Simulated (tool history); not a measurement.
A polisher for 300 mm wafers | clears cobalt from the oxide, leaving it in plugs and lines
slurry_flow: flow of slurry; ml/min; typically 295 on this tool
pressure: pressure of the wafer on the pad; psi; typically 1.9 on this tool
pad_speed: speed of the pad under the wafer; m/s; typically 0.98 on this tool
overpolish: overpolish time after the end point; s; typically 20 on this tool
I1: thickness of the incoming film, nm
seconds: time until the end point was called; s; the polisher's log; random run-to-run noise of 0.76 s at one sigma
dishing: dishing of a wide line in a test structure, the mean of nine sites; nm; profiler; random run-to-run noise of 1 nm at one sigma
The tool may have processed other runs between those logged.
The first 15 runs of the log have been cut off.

-- hour=1256.6 slurry nozzle cleaned
run 16 hour=1274.0 | slurry_flow=295 pressure=1.6 pad_speed=0.98 overpolish=20 | I1=233.9 | seconds=60.9 dishing=47.8
run 17 hour=1326.2 | slurry_flow=295 pressure=1.9 pad_speed=1.18 overpolish=20 | I1=229.1 | seconds=43.9 dishing=53.1
run 18 hour=1423.3 | slurry_flow=295 pressure=1.9 pad_speed=0.98 overpolish=29 | I1=230.8 | seconds=53.5 dishing=57.3
-- hour=1465.6 worn pad replaced by a new one
run 19 hour=1506.0 | slurry_flow=340 pressure=1.9 pad_speed=1.08 overpolish=20 | I1=226.4 | seconds=46.8 dishing=52.7
run 20 hour=1561.6 | slurry_flow=295 pressure=1.9 pad_speed=0.98 overpolish=20 | I1=228.5 | seconds=53.7 dishing=49.1
-- hour=1589.4 head pressure recalibrated
run 21 hour=1626.1 | slurry_flow=295 pressure=1.9 pad_speed=1.12 overpolish=20 | I1=231.1 | seconds=47.0 dishing=54.0
run 22 hour=1690.8 | slurry_flow=295 pressure=1.9 pad_speed=0.98 overpolish=20 | I1=226.1 | seconds=51.6 dishing=47.0
run 23 hour=1763.7 | slurry_flow=295 pressure=1.6 pad_speed=0.98 overpolish=28 | I1=231.0 | seconds=59.5 dishing=57.4
-- hour=1799.1 slurry nozzle cleaned
run 24 hour=1847.6 | slurry_flow=360 pressure=1.9 pad_speed=0.86 overpolish=26 | I1=231.7 | seconds=58.6 dishing=52.8
run 25 hour=1891.9 | slurry_flow=295 pressure=1.9 pad_speed=0.98 overpolish=20 | I1=228.2 | seconds=51.5 dishing=48.0
-- hour=1914.1 worn pad replaced by a new one
run 26 hour=1974.5 | slurry_flow=295 pressure=1.9 pad_speed=0.98 overpolish=20 | I1=232.1 | seconds=53.8 dishing=49.4
run 27 hour=2034.3 | slurry_flow=295 pressure=2.4 pad_speed=0.98 overpolish=28 | I1=228.4 | seconds=45.1 dishing=58.8
run 28 hour=2113.4 | slurry_flow=370 pressure=1.7 pad_speed=1.28 overpolish=20 | I1=233.6 | seconds=43.4 dishing=54.7
-- hour=2123.7 head pressure recalibrated
run 29 hour=2214.6 | slurry_flow=295 pressure=1.9 pad_speed=1.24 overpolish=24 | I1=229.6 | seconds=41.7 dishing=59.5
run 30 hour=2263.3 | slurry_flow=205 pressure=1.9 pad_speed=0.98 overpolish=20 | I1=231.7 | seconds=56.9 dishing=48.5

Each row is a separate what-if for the run after 30, all from the same tool condition, not one after another. Results?
run A hour=2263.7 | slurry_flow=240 pressure=1.9 pad_speed=0.98 overpolish=20 | I1=229.9 | seconds=? dishing=?
run B hour=2263.7 | slurry_flow=340 pressure=1.9 pad_speed=0.98 overpolish=26 | I1=229.9 | seconds=? dishing=?
run C hour=2263.7 | slurry_flow=295 pressure=1.3 pad_speed=0.98 overpolish=20 | I1=229.9 | seconds=? dishing=?
run D hour=2263.7 | slurry_flow=295 pressure=2.5 pad_speed=0.98 overpolish=20 | I1=229.9 | seconds=? dishing=?
run E hour=2263.7 | slurry_flow=295 pressure=2.3 pad_speed=0.98 overpolish=20 | I1=229.9 | seconds=? dishing=?

run=A seconds=53.2 dishing=50.3
run=B seconds=51.3 dishing=57.5
run=C seconds=66.9 dishing=44.4
run=D seconds=42.5 dishing=55.7
run=E seconds=45.3 dishing=54.2
With no hidden state in the tool, these same runs would have given:
run=A seconds=53.2 dishing=50.3
run=B seconds=51.3 dishing=57.5
run=C seconds=66.9 dishing=44.4
run=D seconds=42.5 dishing=55.7
run=E seconds=45.3 dishing=54.2
